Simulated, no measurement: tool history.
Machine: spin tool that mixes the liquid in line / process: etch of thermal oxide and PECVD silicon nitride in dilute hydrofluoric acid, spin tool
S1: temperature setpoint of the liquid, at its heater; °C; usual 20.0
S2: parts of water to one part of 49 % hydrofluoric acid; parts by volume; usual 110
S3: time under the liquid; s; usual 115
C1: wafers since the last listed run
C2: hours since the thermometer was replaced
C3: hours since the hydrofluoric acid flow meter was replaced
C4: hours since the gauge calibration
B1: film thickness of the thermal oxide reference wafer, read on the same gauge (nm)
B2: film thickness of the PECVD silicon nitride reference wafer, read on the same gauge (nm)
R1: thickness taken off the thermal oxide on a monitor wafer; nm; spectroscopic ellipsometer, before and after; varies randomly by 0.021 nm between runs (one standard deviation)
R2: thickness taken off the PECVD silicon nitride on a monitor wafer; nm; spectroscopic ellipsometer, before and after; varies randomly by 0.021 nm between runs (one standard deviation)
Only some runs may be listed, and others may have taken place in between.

Run 1, hour 0.0: usual settings; C1 0; C2 31.5; C3 1403.1; C4 185.2; B1 90.007; B2 120.021. Result: R1 3.826 nm, R2 2.431 nm.
Run 2, hour 13.9: usual settings; C1 152; C2 45.4; C3 1417.0; C4 199.1; B1 89.974; B2 119.992. Result: R1 3.838 nm, R2 2.389 nm.
Run 3, hour 20.0: usual settings; C1 66; C2 51.5; C3 1423.1; C4 205.2; B1 89.995; B2 120.041. Result: R1 3.824 nm, R2 2.380 nm.
Run 4, hour 26.4: usual settings; C1 70; C2 57.9; C3 1429.5; C4 211.6; B1 90.002; B2 119.984. Result: R1 3.821 nm, R2 2.393 nm.
Run 5, hour 43.9: usual settings; C1 191; C2 75.4; C3 1447.0; C4 229.1; B1 89.999; B2 119.994. Result: R1 3.852 nm, R2 2.411 nm.
Run 6, hour 52.8: usual settings but S1 17.0 °C, S2 165 parts by volume, S3 160 s; C1 97; C2 84.3; C3 1455.9; C4 238.0; B1 90.018; B2 119.973. Result: R1 2.967 nm, R2 1.827 nm.
Run 7, hour 62.7: usual settings; C1 108; C2 94.2; C3 1465.8; C4 247.9; B1 90.006; B2 120.025. Result: R1 3.841 nm, R2 2.361 nm.
Run 8, hour 80.1: usual settings; C1 190; C2 111.6; C3 1483.2; C4 265.3; B1 90.011; B2 119.990. Result: R1 3.840 nm, R2 2.414 nm.
Run 9, hour 87.5: usual settings but S2 145 parts by volume; C1 81; C2 119.0; C3 1490.6; C4 272.7; B1 89.997; B2 120.029. Result: R1 2.796 nm, R2 1.829 nm.
Run 10, hour 103.3: usual settings but S1 18.5 °C, S2 165 parts by volume, S3 75 s; C1 173; C2 134.8; C3 1506.4; C4 288.5; B1 90.005; B2 120.002. Result: R1 1.470 nm, R2 0.948 nm.
Run 11, hour 112.1: usual settings but S1 18.0 °C; C1 96; C2 143.6; C3 1515.2; C4 297.3; B1 89.991; B2 120.015. Result: R1 3.509 nm, R2 2.107 nm.
Run 12, hour 120.8: usual settings but S1 24.0 °C, S2 55 parts by volume, S3 50 s; C1 95; C2 152.3; C3 1523.9; C4 306.0; B1 90.014; B2 119.989. Result: R1 4.204 nm, R2 2.713 nm.
Run 13, hour 134.9: usual settings but S1 22.5 °C, S2 90 parts by volume; C1 154; C2 166.4; C3 1538.0; C4 320.1; B1 90.003; B2 120.026. Result: R1 5.233 nm, R2 3.416 nm.
Run 14, hour 149.6: usual settings but S2 85 parts by volume; C1 161; C2 181.1; C3 1552.7; C4 334.8; B1 90.006; B2 120.012. Result: R1 5.085 nm, R2 3.132 nm.
Run 15, hour 161.5: usual settings but S1 22.5 °C; C1 130; C2 193.0; C3 1564.6; C4 346.7; B1 90.001; B2 120.031. Result: R1 4.236 nm, R2 2.809 nm.
Run 16, hour 175.9: usual settings but S1 17.0 °C, S2 150 parts by volume, S3 75 s; C1 157; C2 207.4; C3 1579.0; C4 361.1; B1 89.982; B2 120.010. Result: R1 1.562 nm, R2 0.947 nm.
At hour 191.3: hydrofluoric acid flow meter replaced.
At hour 194.8: gauge calibrated.
Run 17, hour 222.8: usual settings; C1 503; C2 254.3; C3 31.5; C4 28.0; B1 90.005; B2 120.022. Result: R1 3.821 nm, R2 2.397 nm.
Run 18, hour 237.0: usual settings but S1 17.5 °C, S2 60 parts by volume, S3 185 s; C1 155; C2 268.5; C3 45.7; C4 42.2; B1 90.010; B2 120.015. Result: R1 10.679 nm, R2 5.775 nm.
Run 19, hour 251.5: usual settings; C1 158; C2 283.0; C3 60.2; C4 56.7; B1 89.984; B2 120.024. Result: R1 3.814 nm, R2 2.373 nm.
Run 20, hour 258.3: usual settings but S1 24.0 °C, S2 85 parts by volume; C1 74; C2 289.8; C3 67.0; C4 63.5; B1 89.999; B2 119.998. Result: R1 6.017 nm, R2 4.043 nm.
Run 21, hour 274.4: usual settings but S1 17.5 °C, S2 95 parts by volume, S3 180 s; C1 176; C2 305.9; C3 83.1; C4 79.6; B1 90.002; B2 119.988. Result: R1 6.339 nm, R2 3.649 nm.
Run 22, hour 282.7: usual settings but S1 22.0 °C, S2 60 parts by volume, S3 145 s; C1 90; C2 314.2; C3 91.4; C4 87.9; B1 89.985; B2 120.000. Result: R1 10.133 nm, R2 6.211 nm.
Run 23, hour 290.2: usual settings but S1 17.0 °C, S2 65 parts by volume, S3 60 s; C1 82; C2 321.7; C3 98.9; C4 95.4; B1 89.975; B2 120.010. Result: R1 3.121 nm, R2 1.698 nm.
Run 24, hour 304.1: usual settings but S1 17.0 °C, S2 145 parts by volume; C1 152; C2 335.6; C3 112.8; C4 109.3; B1 89.977; B2 120.009. Result: R1 2.486 nm, R2 1.510 nm.
Run 25, hour 316.8: usual settings; C1 139; C2 348.3; C3 125.5; C4 122.0; B1 90.012; B2 119.983. Result: R1 3.864 nm, R2 2.430 nm.
Run 26, hour 329.1: usual settings but S3 150 s; C1 134; C2 360.6; C3 137.8; C4 134.3; B1 89.994; B2 119.973. Result: R1 4.981 nm, R2 3.140 nm.

For each run, what was the tool's unlogged condition?
liquid colder than its thermometer reads (K): 0 on each run
hydrofluoric acid flow above the setpoint (%): 0 on each run
gauge reads high (%): 0 on each run
